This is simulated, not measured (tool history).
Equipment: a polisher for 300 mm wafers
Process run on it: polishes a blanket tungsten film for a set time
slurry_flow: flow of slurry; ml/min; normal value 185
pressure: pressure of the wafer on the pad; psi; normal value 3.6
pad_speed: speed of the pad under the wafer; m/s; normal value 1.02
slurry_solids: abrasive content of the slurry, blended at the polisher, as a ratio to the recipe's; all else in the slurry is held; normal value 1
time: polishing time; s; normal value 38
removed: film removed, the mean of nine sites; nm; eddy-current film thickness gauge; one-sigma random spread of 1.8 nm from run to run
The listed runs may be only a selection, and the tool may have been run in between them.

run,day,slurry_flow,pressure,pad_speed,slurry_solids,time,wafers since the last listed run,wafers polished on this pad,hours since the slurry nozzle was cleaned,hours since the head pressure was calibrated,hours since the slurry blender was calibrated,hours since the slurry got fresh peroxide,"incoming thickness of the incoming film, nm",removed
1,0,185,3.6,1.02,1,38,0,669,573.2,312.8,53.7,119.9,1127.9,165.3
2,0.312,185,3.6,1.02,1,38,95,765,580.7,320.3,61.2,127.4,1106.4,166
3,0.979,185,3.6,1.02,1,38,204,969,596.7,336.3,77.2,143.4,1118.2,166.1
4,1.388,185,4.6,1.02,1,38,125,1094,606.5,346.1,87,153.2,1113.6,199.8
# day 1.625: slurry tank refilled with fresh slurry and peroxide
# day 2.679: worn pad replaced by a new one
5,2.717,185,4.6,1.02,1,38,343,11,638.4,378,118.9,26.2,1122.8,197.2
# day 2.858: slurry nozzle cleaned
6,3,185,4,0.92,1.25,50,74,85,3.4,384.8,125.7,33,1126,223.4
7,3.383,205,2.9,0.92,1.1,38,117,202,12.6,394,134.9,42.2,1130.4,132.1
# day 3.546: slurry blender recalibrated, repeated, since the last time left the tool worse
8,3.929,185,2.6,0.88,0.75,44,141,344,25.7,407.1,9.2,55.3,1134.7,145.9
9,4.221,185,3.6,1.02,1,38,89,433,32.7,414.1,16.2,62.3,1123.8,194.9
# day 4.446: head pressure recalibrated
10,4.483,185,4.2,1.02,1,38,54,488,39,0.9,22.5,68.6,1102.1,216.2
11,5.179,185,3.6,1.02,1,38,213,701,55.7,17.6,39.2,85.3,1105.2,192.3
12,5.508,125,2.3,1.02,1.15,38,100,802,63.6,25.5,47.1,93.2,1105.8,138.9
13,6.221,205,3.6,1.02,1,38,218,1021,80.7,42.6,64.2,110.3,1091.8,198.5
14,6.854,140,3.6,0.9,1,38,194,1215,95.9,57.8,79.4,125.5,1112.4,163.7
15,7.254,150,2.6,1.02,1.1,38,122,1337,105.5,67.4,89,135.1,1113.2,152.9
# day 7.467: slurry tank refilled with fresh slurry and peroxide
16,7.758,160,3.6,1.02,1,38,141,1479,117.6,79.5,101.1,7,1098.1,188.4
# day 8.092: worn pad replaced by a new one
17,8.292,215,3.3,1.02,1,38,112,60,130.4,92.3,113.9,19.8,1088.2,187.9
18,8.838,185,3.6,1.02,1,31,167,228,143.5,105.4,127,32.9,1112.3,158.4
19,9.275,185,3.6,1.02,1,38,134,362,154,115.9,137.5,43.4,1116,191.1
20,9.912,185,2.6,1.02,1,38,195,557,169.3,131.2,152.8,58.7,1114,153.2
21,10.217,185,3.6,1.02,1,38,93,650,176.6,138.5,160.1,66,1111.4,191
22,10.825,185,3.6,1.02,1,38,186,837,191.2,153.1,174.7,80.6,1116.9,191.6

The next listed run, before its measurement:
23,11.479,250,3.6,1.18,1.2,43,200,1037,206.9,168.8,190.4,96.3,1100.9,?

removed: 268.7 nm
If the tool had no hidden condition, the same run with the same run-to-run variation would have returned removed 278 nm.

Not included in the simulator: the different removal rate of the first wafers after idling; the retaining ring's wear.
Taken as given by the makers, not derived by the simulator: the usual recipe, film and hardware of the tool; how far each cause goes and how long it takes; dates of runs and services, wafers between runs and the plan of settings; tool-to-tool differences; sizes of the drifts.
